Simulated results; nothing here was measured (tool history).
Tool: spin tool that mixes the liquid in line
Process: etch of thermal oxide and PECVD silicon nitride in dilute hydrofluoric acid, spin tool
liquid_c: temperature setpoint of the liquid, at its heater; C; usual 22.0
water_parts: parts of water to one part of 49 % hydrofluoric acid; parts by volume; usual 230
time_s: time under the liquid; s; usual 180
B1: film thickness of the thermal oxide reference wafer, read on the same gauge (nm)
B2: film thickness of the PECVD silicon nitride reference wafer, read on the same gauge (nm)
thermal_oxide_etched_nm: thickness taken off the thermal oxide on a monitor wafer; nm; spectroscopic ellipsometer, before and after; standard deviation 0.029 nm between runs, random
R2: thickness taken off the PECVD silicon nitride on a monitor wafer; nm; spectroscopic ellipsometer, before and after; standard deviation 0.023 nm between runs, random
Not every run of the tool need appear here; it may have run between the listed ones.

{"run": 1, "hour": 0.0, "liquid_c": 22.0, "water_parts": 230, "time_s": 180, "B1": 79.996, "B2": 150.036, "thermal_oxide_etched_nm": 2.921, "R2": 2.174}
{"run": 2, "hour": 18.8, "liquid_c": 22.0, "water_parts": 195, "time_s": 180, "B1": 80.002, "B2": 149.99, "thermal_oxide_etched_nm": 3.568, "R2": 2.466}
{"run": 3, "hour": 45.4, "liquid_c": 22.0, "water_parts": 195, "time_s": 180, "B1": 79.985, "B2": 149.979, "thermal_oxide_etched_nm": 3.529, "R2": 2.488}
{"run": 4, "hour": 65.6, "liquid_c": 25.0, "water_parts": 230, "time_s": 180, "B1": 80.009, "B2": 150.002, "thermal_oxide_etched_nm": 3.163, "R2": 2.506}
{"run": 5, "hour": 86.7, "liquid_c": 25.0, "water_parts": 230, "time_s": 180, "B1": 80.015, "B2": 149.953, "thermal_oxide_etched_nm": 3.211, "R2": 2.554}
{"run": 6, "hour": 183.1, "liquid_c": 22.0, "water_parts": 230, "time_s": 180, "B1": 80.022, "B2": 149.984, "thermal_oxide_etched_nm": 2.901, "R2": 2.079}
{"run": 7, "hour": 218.4, "liquid_c": 22.0, "water_parts": 175, "time_s": 180, "B1": 80.028, "B2": 150.015, "thermal_oxide_etched_nm": 3.848, "R2": 2.614}
{"run": 8, "hour": 254.0, "liquid_c": 22.0, "water_parts": 230, "time_s": 230, "B1": 79.991, "B2": 149.999, "thermal_oxide_etched_nm": 3.785, "R2": 2.898}
{"run": 9, "hour": 277.0, "liquid_c": 24.5, "water_parts": 315, "time_s": 80, "B1": 79.98, "B2": 150.004, "thermal_oxide_etched_nm": 0.96, "R2": 0.858}
{"run": 10, "hour": 303.9, "liquid_c": 17.5, "water_parts": 170, "time_s": 220, "B1": 80.024, "B2": 149.974, "thermal_oxide_etched_nm": 4.27, "R2": 2.724}
{"run": 11, "hour": 319.7, "liquid_c": 22.0, "water_parts": 130, "time_s": 255, "B1": 80.046, "B2": 149.987, "thermal_oxide_etched_nm": 8.168, "R2": 5.565}
{"run": 12, "hour": 350.6, "liquid_c": 23.5, "water_parts": 275, "time_s": 245, "B1": 79.998, "B2": 150.045, "thermal_oxide_etched_nm": 3.348, "R2": 2.773}
{"run": 13, "hour": 383.5, "liquid_c": 22.0, "water_parts": 230, "time_s": 180, "B1": 79.994, "B2": 149.967, "thermal_oxide_etched_nm": 2.898, "R2": 2.217}
{"run": 14, "hour": 400.8, "liquid_c": 19.5, "water_parts": 300, "time_s": 220, "B1": 79.978, "B2": 150.03, "thermal_oxide_etched_nm": 2.351, "R2": 1.746}
{"run": 15, "hour": 436.6, "liquid_c": 22.0, "water_parts": 230, "time_s": 180, "B1": 80.017, "B2": 149.988, "thermal_oxide_etched_nm": 2.887, "R2": 2.183}
{"run": 16, "hour": 449.6, "liquid_c": 22.0, "water_parts": 230, "time_s": 180, "B1": 79.973, "B2": 150.017, "thermal_oxide_etched_nm": 2.891, "R2": 2.192}
{"run": 17, "hour": 476.0, "liquid_c": 22.0, "water_parts": 320, "time_s": 180, "B1": 79.991, "B2": 149.978, "thermal_oxide_etched_nm": 1.938, "R2": 1.544}
{"run": 18, "hour": 498.3, "liquid_c": 22.0, "water_parts": 300, "time_s": 180, "B1": 79.984, "B2": 149.997, "thermal_oxide_etched_nm": 2.111, "R2": 1.671}
{"run": 19, "hour": 517.1, "liquid_c": 18.5, "water_parts": 340, "time_s": 85, "B1": 80.036, "B2": 150.0, "thermal_oxide_etched_nm": 0.755, "R2": 0.56}
{"run": 20, "hour": 550.8, "liquid_c": 23.5, "water_parts": 320, "time_s": 180, "B1": 79.983, "B2": 150.037, "thermal_oxide_etched_nm": 2.027, "R2": 1.718}
{"run": 21, "hour": 581.8, "liquid_c": 22.0, "water_parts": 230, "time_s": 135, "B1": 79.969, "B2": 149.999, "thermal_oxide_etched_nm": 2.139, "R2": 1.638}
{"run": 22, "hour": 616.2, "liquid_c": 22.0, "water_parts": 230, "time_s": 180, "B1": 80.008, "B2": 150.013, "thermal_oxide_etched_nm": 2.823, "R2": 2.15}
{"run": 23, "hour": 646.2, "liquid_c": 26.5, "water_parts": 330, "time_s": 260, "B1": 79.986, "B2": 149.969, "thermal_oxide_etched_nm": 3.074, "R2": 2.845}
{"run": 24, "hour": 681.7, "liquid_c": 22.0, "water_parts": 230, "time_s": 180, "B1": 80.002, "B2": 149.984, "thermal_oxide_etched_nm": 2.85, "R2": 2.137}
{"run": 25, "hour": 712.9, "liquid_c": 20.0, "water_parts": 125, "time_s": 75, "B1": 80.01, "B2": 150.003, "thermal_oxide_etched_nm": 2.229, "R2": 1.399}
{"run": 26, "hour": 745.2, "liquid_c": 26.5, "water_parts": 120, "time_s": 115, "B1": 79.993, "B2": 149.953, "thermal_oxide_etched_nm": 4.652, "R2": 3.405}

Put back what was entered between runs (3 entries, withheld): which listed runs does each sit between, and how does the hidden state differ from the listed run before to the listed run after?
From run 6 to run 7: gauge calibrated (hour 209.9); hydrofluoric acid flow meter replaced (hour 216.0)
  liquid colder than its thermometer reads (K): 1.94 -> 2.03; hydrofluoric acid flow above the setpoint (%): 3.94 -> 0.393
  measured less the result without the state, thermal_oxide_etched_nm: -0.076 -> -0.296 nm; R2: -0.190 -> -0.361 nm
From run 7 to run 8: thermometer replaced (hour 249.1)
  liquid colder than its thermometer reads (K): 2.03 -> 0.128; hydrofluoric acid flow above the setpoint (%): 0.393 -> 0.501
  measured less the result without the state, thermal_oxide_etched_nm: -0.296 -> +0.005 nm; R2: -0.361 -> -0.009 nm
